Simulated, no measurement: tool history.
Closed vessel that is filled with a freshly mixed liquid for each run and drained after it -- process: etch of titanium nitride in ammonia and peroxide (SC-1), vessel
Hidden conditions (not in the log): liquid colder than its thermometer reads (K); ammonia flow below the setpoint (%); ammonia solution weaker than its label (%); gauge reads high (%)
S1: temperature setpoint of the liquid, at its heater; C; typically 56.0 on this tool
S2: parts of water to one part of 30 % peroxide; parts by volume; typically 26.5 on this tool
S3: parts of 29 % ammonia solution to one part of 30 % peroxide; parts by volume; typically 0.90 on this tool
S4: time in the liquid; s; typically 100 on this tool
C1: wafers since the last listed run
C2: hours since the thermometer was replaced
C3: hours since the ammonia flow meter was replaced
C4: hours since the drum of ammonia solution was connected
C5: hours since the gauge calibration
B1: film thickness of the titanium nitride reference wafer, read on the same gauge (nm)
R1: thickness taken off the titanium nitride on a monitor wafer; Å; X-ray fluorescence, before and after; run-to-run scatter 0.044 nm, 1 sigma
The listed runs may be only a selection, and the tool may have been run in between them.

run    hour    S1    S2    S3   S4    C1      C2      C3     C4      C5      B1     R1
  1     0.0  56.0  26.5  0.70  100     0  1608.3  1665.8  636.9   691.9   99.98   50.8
  2    37.1  56.0  26.5  0.90   75  3849  1645.4  1702.9  674.0   729.0  100.01   39.6
  3   108.4  56.0  26.5  0.90   85  7397  1716.7  1774.2  745.3   800.3   99.99   44.6
  4   155.0  56.0  26.5  0.90   85  4834  1763.3  1820.8  791.9   846.9   99.99   43.5
  5   224.6  56.0  26.5  0.90   85  7221  1832.9  1890.4  861.5   916.5   99.98   43.9
  6   283.9  56.0  26.5  0.75  100  6152  1892.2  1949.7  920.8   975.8  100.00   50.4
  7   349.4  56.0  26.5  0.75  100  6795  1957.7  2015.2  986.3  1041.3  100.00   49.9
      359.6  -- new drum of ammonia solution connected
  8   416.2  56.0  26.5  0.90   55  6826  2024.5  2082.0   56.6  1108.1  100.00   28.3
      457.5  -- ammonia flow meter replaced
  9   468.6  56.0  26.5  0.90   55  5332  2076.9    11.1  109.0  1160.5   99.97   27.9
 10   497.1  52.0  26.5  0.90  100  2956  2105.4    39.6  137.5  1189.0   99.97   38.7
      545.3  -- thermometer replaced
 11   567.4  52.0  26.5  0.90  100  7190    22.1   109.9  207.8  1259.3  100.01   43.5
 12   597.8  63.5  23.0  0.90  100  3154    52.5   140.3  238.2  1289.7   99.98  102.4
 13   633.9  56.0  17.0  0.90   75  3745    88.6   176.4  274.3  1325.8   99.98   54.9
      641.8  -- gauge calibrated
 14   662.1  56.0  26.5  0.70   40  2925   116.8   204.6  302.5    20.3  100.01   22.0
 15   716.3  56.0  26.5  0.90   50  5623   171.0   258.8  356.7    74.5  100.00   28.6
 16   782.3  56.0  26.5  0.90   75  6847   237.0   324.8  422.7   140.5  100.02   42.9
 17   824.7  56.0  34.5  0.90  100  4399   279.4   367.2  465.1   182.9   99.98   49.6
 18   871.7  60.5  19.5  0.90  100  4876   326.4   414.2  512.1   229.9   99.97   90.2
 19   897.3  56.0  37.0  0.90  100  2656   352.0   439.8  537.7   255.5  100.03   46.1
 20   933.8  56.0  26.5  0.90  100  3786   388.5   476.3  574.2   292.0  100.02   57.0
 21  1001.8  64.5  23.0  0.90  100  7055   456.5   544.3  642.2   360.0   99.99  106.4
 22  1058.8  56.0  26.5  0.65  145  5913   513.5   601.3  699.2   417.0  100.00   77.0
 23  1088.8  60.0  34.5  0.90  120  3112   543.5   631.3  729.2   447.0  100.00   75.8

Pick out some run-to-run changes in R1. Of each, how much would a tool without hidden state show as well, from the settings, what came in and chance, and how much is left for the hidden state and any gauge scatter not in both results compared?
Run 7 -> 8: S3 0.75 -> 0.90, S4 100 -> 55, new drum of ammonia solution connected. R1 -21.6 Å: hidden state +3.0, all else -24.6.
Run 10 -> 11: thermometer replaced. R1 +4.8 Å: hidden state +5.3, all else -0.5.
Run 11 -> 12: S1 52.0 -> 63.5, S2 26.5 -> 23.0. R1 +58.9 Å: hidden state -0.9, all else +59.8.
Run 20 -> 21: S1 56.0 -> 64.5, S2 26.5 -> 23.0. R1 +49.4 Å: hidden state -2.2, all else +51.6.

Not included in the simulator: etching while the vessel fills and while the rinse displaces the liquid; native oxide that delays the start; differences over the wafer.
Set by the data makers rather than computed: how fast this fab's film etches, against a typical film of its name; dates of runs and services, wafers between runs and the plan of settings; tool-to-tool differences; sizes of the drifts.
